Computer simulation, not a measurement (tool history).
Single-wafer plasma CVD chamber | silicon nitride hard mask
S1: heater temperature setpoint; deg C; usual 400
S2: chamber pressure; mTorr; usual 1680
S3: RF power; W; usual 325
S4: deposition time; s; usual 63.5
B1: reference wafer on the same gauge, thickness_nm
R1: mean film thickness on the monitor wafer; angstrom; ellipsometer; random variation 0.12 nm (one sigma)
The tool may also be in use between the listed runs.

run,hour,S1,S2,S3,S4,B1,R1
1,0,400,1680,325,63.5,69.708,801.52
2,17,400,1680,325,63.5,69.687,801.97
3,25.2,400,1680,325,57.2,69.732,721.56
4,33,400,1680,325,57.2,69.71,721.45
5,40.8,400,1680,325,63.5,69.686,800.76
6,56.1,400,1680,325,63.5,69.713,797.36
7,109.4,400,1680,280,63.5,69.718,745.29
# hour 143.9: gauge calibrated
8,155,400,1680,280,63.5,69.704,742.24
# hour 172: thermocouple changed; heater temperature recalibrated
9,172.5,400,1680,280,63.5,69.692,738.93
10,180.7,400,1680,325,63.5,69.715,789.65
# hour 189.1: capacitance manometer re-zeroed and calibrated
11,189.9,400,1680,325,63.5,69.681,802.08
12,205.3,400,1680,325,63.5,69.696,803.12
13,215,400,1680,325,63.5,69.699,802.64
# hour 236.2: RF generator calibrated
# hour 256: showerhead replaced
14,261,414,1490,260,55.1,69.694,631.83
15,271.8,406,1910,345,63.5,69.721,870.64
16,280.1,400,1680,275,63.5,69.721,771.22
17,296.8,400,2030,385,63.5,69.657,926.95
18,305.7,400,1680,325,63.5,69.706,826.85
19,313.6,400,1430,380,63.5,69.664,853.97
20,325,387,1680,375,63.5,69.681,883.23
21,340.1,400,1680,325,63.5,69.662,826.31
22,349.8,400,1840,345,63.5,69.713,865.36
23,362.9,410,2010,260,63.5,69.708,777.54
24,371.6,391,1680,325,63.5,69.711,828.9
25,382.3,410,1380,375,69.9,69.706,921.63
26,405.1,414,1490,260,55.1,69.697,630.4

5 ways to go on from here, each from the tool as it stands after run 26. What would each give?
A,405.5,400,1680,325,63.5,?,?
B,405.5,386,1840,275,53.2,?,?
C,405.5,400,1930,325,74.2,?,?
D,405.5,400,1680,325,51.6,?,?
E,405.5,387,1680,325,63.5,?,?

run,B1,R1
A,69.708,827.41
B,69.708,663.26
C,69.708,996.31
D,69.708,672.59
E,69.708,832.57
Without the tool's hidden state the same runs would have given:
run,R1
A,832.08
B,667.12
C,1001.93
D,676.39
E,837.27
